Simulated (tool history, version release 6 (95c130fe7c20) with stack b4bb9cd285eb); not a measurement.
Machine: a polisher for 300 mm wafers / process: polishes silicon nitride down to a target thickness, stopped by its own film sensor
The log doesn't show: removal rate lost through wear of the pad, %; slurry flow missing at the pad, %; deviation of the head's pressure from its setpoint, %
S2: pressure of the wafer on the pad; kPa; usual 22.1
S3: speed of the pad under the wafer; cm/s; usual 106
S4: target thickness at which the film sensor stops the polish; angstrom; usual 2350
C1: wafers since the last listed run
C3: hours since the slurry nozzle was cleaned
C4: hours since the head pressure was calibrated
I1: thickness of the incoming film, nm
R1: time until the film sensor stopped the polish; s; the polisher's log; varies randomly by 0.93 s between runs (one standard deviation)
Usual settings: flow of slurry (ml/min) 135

Run 1, day 0.000: usual settings; C1 0; wafers polished on this pad 765; C3 250.9; C4 757.5; I1 348.4. Result: R1 74.1 s.
Run 2, day 1.671: usual settings but S3 96 cm/s; C1 469; wafers polished on this pad 1234; C3 291.0; C4 797.6; I1 350.2. Result: R1 81.8 s.
Run 3, day 4.417: usual settings but S3 96 cm/s; C1 771; wafers polished on this pad 2005; C3 356.9; C4 863.5; I1 354.6. Result: R1 86.0 s.
At day 4.629: head pressure recalibrated.
Run 4, day 6.775: usual settings but S3 96 cm/s; C1 638; wafers polished on this pad 2644; C3 413.5; C4 51.5; I1 350.3. Result: R1 84.9 s.
Run 5, day 9.454: usual settings but S3 134 cm/s; C1 752; wafers polished on this pad 3397; C3 477.8; C4 115.8; I1 348.3. Result: R1 64.8 s.
Run 6, day 11.979: usual settings but S3 134 cm/s; C1 709; wafers polished on this pad 4106; C3 538.4; C4 176.4; I1 351.5. Result: R1 69.4 s.
At day 13.329: slurry nozzle cleaned.
At day 13.783: worn pad replaced by a new one.
Run 7, day 14.767: usual settings; C1 724; wafers polished on this pad 275; C3 34.5; C4 243.3; I1 346.3. Result: R1 70.0 s.
Run 8, day 17.679: usual settings; C1 817; wafers polished on this pad 1093; C3 104.4; C4 313.2; I1 349.3. Result: R1 72.9 s.
Run 9, day 19.842: usual settings; C1 607; wafers polished on this pad 1700; C3 156.3; C4 365.1; I1 347.5. Result: R1 71.5 s.
Run 10, day 21.412: usual settings but S3 78 cm/s; C1 441; wafers polished on this pad 2141; C3 194.0; C4 402.8; I1 354.6. Result: R1 99.5 s.
Run 11, day 24.333: usual settings but S3 78 cm/s; C1 820; wafers polished on this pad 2962; C3 264.1; C4 472.9; I1 355.2. Result: R1 95.8 s.
Run 12, day 27.025: usual settings; C1 755; wafers polished on this pad 3718; C3 328.7; C4 537.5; I1 353.1. Result: R1 76.5 s.
Run 13, day 29.071: usual settings but S3 116 cm/s; C1 574; wafers polished on this pad 4292; C3 377.8; C4 586.6; I1 349.1. Result: R1 71.1 s.
Run 14, day 30.692: usual settings; C1 455; wafers polished on this pad 4747; C3 416.7; C4 625.5; I1 351.7. Result: R1 79.2 s.
At day 31.946: worn pad replaced by a new one.
Run 15, day 32.254: usual settings; C1 392; wafers polished on this pad 86; C3 454.2; C4 663.0; I1 348.6. Result: R1 75.2 s.
Run 16, day 34.100: usual settings; C1 518; wafers polished on this pad 604; C3 498.5; C4 707.3; I1 346.8. Result: R1 76.1 s.
At day 40.092: slurry nozzle cleaned.
At day 41.542: head pressure recalibrated.
Run 17, day 41.983: usual settings but S3 134 cm/s, S4 2590 angstrom; C1 2178; wafers polished on this pad 2783; C3 45.4; C4 10.6; I1 350.0. Result: R1 46.8 s.
Run 18, day 44.667: usual settings but S4 2090 angstrom; C1 753; wafers polished on this pad 3537; C3 109.8; C4 75.0; I1 357.0. Result: R1 92.6 s.
At day 46.462: worn pad replaced by a new one.
Run 19, day 46.888: usual settings; C1 576; wafers polished on this pad 119; C3 163.1; C4 128.3; I1 350.4. Result: R1 75.0 s.
Run 20, day 49.438: usual settings but flow of slurry (ml/min) 115; C1 716; wafers polished on this pad 835; C3 224.3; C4 189.5; I1 347.8. Result: R1 76.8 s.
Run 21, day 51.396: usual settings but flow of slurry (ml/min) 150, S3 80 cm/s; C1 549; wafers polished on this pad 1385; C3 271.3; C4 236.5; I1 350.0. Result: R1 91.2 s.
Run 22, day 53.142: usual settings but flow of slurry (ml/min) 155, S2 19.3 kPa, S3 96 cm/s; C1 490; wafers polished on this pad 1875; C3 313.2; C4 278.4; I1 349.9. Result: R1 87.9 s.
Run 23, day 54.392: usual settings; C1 351; wafers polished on this pad 2226; C3 343.2; C4 308.4; I1 350.1. Result: R1 74.8 s.
Run 24, day 56.579: usual settings but flow of slurry (ml/min) 160, S2 27.6 kPa, S3 86 cm/s, S4 2460 angstrom; C1 614; wafers polished on this pad 2840; C3 395.7; C4 360.9; I1 350.9. Result: R1 65.8 s.
Run 25, day 59.512: usual settings; C1 823; wafers polished on this pad 3664; C3 466.1; C4 431.3; I1 349.0. Result: R1 78.6 s.
At day 60.850: worn pad replaced by a new one.
Run 26, day 61.250: usual settings but S2 15.9 kPa, S4 2000 angstrom; C1 441; wafers polished on this pad 112; C3 507.8; C4 473.0; I1 347.4. Result: R1 139.9 s.
At day 61.954: slurry nozzle cleaned.
Run 27, day 63.892: usual settings; C1 730; wafers polished on this pad 842; C3 46.5; C4 536.4; I1 347.6. Result: R1 70.2 s.
Run 28, day 66.117: usual settings but flow of slurry (ml/min) 155, S2 27.6 kPa; C1 624; wafers polished on this pad 1467; C3 99.9; C4 589.8; I1 344.5. Result: R1 53.5 s.
Run 29, day 67.546: usual settings but flow of slurry (ml/min) 120, S2 29.0 kPa; C1 401; wafers polished on this pad 1868; C3 134.2; C4 624.1; I1 350.9. Result: R1 57.3 s.
Run 30, day 68.796: usual settings but flow of slurry (ml/min) 100, S4 2170 angstrom; C1 351; wafers polished on this pad 2219; C3 164.2; C4 654.1; I1 351.1. Result: R1 94.0 s.
Run 31, day 69.892: usual settings but S2 15.2 kPa, S3 116 cm/s, S4 2050 angstrom; C1 307; wafers polished on this pad 2527; C3 190.5; C4 680.4; I1 352.2. Result: R1 122.8 s.
Run 32, day 72.892: usual settings but flow of slurry (ml/min) 155, S2 26.2 kPa, S3 86 cm/s, S4 2710 angstrom; C1 842; wafers polished on this pad 3370; C3 262.5; C4 752.4; I1 353.4. Result: R1 52.3 s.
Run 33, day 74.321: usual settings but S2 24.8 kPa, S3 142 cm/s; C1 401; wafers polished on this pad 3771; C3 296.8; C4 786.7; I1 354.0. Result: R1 55.4 s.
Run 34, day 75.558: usual settings; C1 347; wafers polished on this pad 4118; C3 326.5; C4 816.4; I1 354.9. Result: R1 79.3 s.
Run 35, day 78.550: usual settings but S2 17.9 kPa, S3 88 cm/s, S4 2500 angstrom; C1 840; wafers polished on this pad 4959; C3 398.3; C4 888.2; I1 346.1. Result: R1 90.7 s.
At day 78.875: worn pad replaced by a new one.
Run 36, day 81.483: usual settings; C1 776; wafers polished on this pad 732; C3 468.7; C4 958.6; I1 343.3. Result: R1 72.2 s.
At day 82.104: head pressure recalibrated.
Run 37, day 82.896: usual settings; C1 373; wafers polished on this pad 1106; C3 502.6; C4 19.0; I1 346.4. Result: R1 75.4 s.

Here are 4 independent what-if runs from the current tool condition. What would each one return?
Run A, day 82.912: usual settings but flow of slurry (ml/min) 155; C1 4; wafers polished on this pad 1110; C3 503.0; C4 19.4; I1 347.3. Result: R1 ?.
Run B, day 82.912: usual settings but flow of slurry (ml/min) 165, S3 74 cm/s; C1 4; wafers polished on this pad 1110; C3 503.0; C4 19.4; I1 347.3. Result: R1 ?.
Run C, day 82.912: usual settings but flow of slurry (ml/min) 110, S4 2530 angstrom; C1 4; wafers polished on this pad 1110; C3 503.0; C4 19.4; I1 347.3. Result: R1 ?.
Run D, day 82.912: usual settings but S3 128 cm/s, S4 2050 angstrom; C1 4; wafers polished on this pad 1110; C3 503.0; C4 19.4; I1 347.3. Result: R1 ?.

run    R1
  A  73.9
  B  97.0
  C  68.9
  D  83.7
With no hidden state in the tool, these same runs would have given:
run    R1
  A  67.2
  B  88.6
  C  60.5
  D  75.1
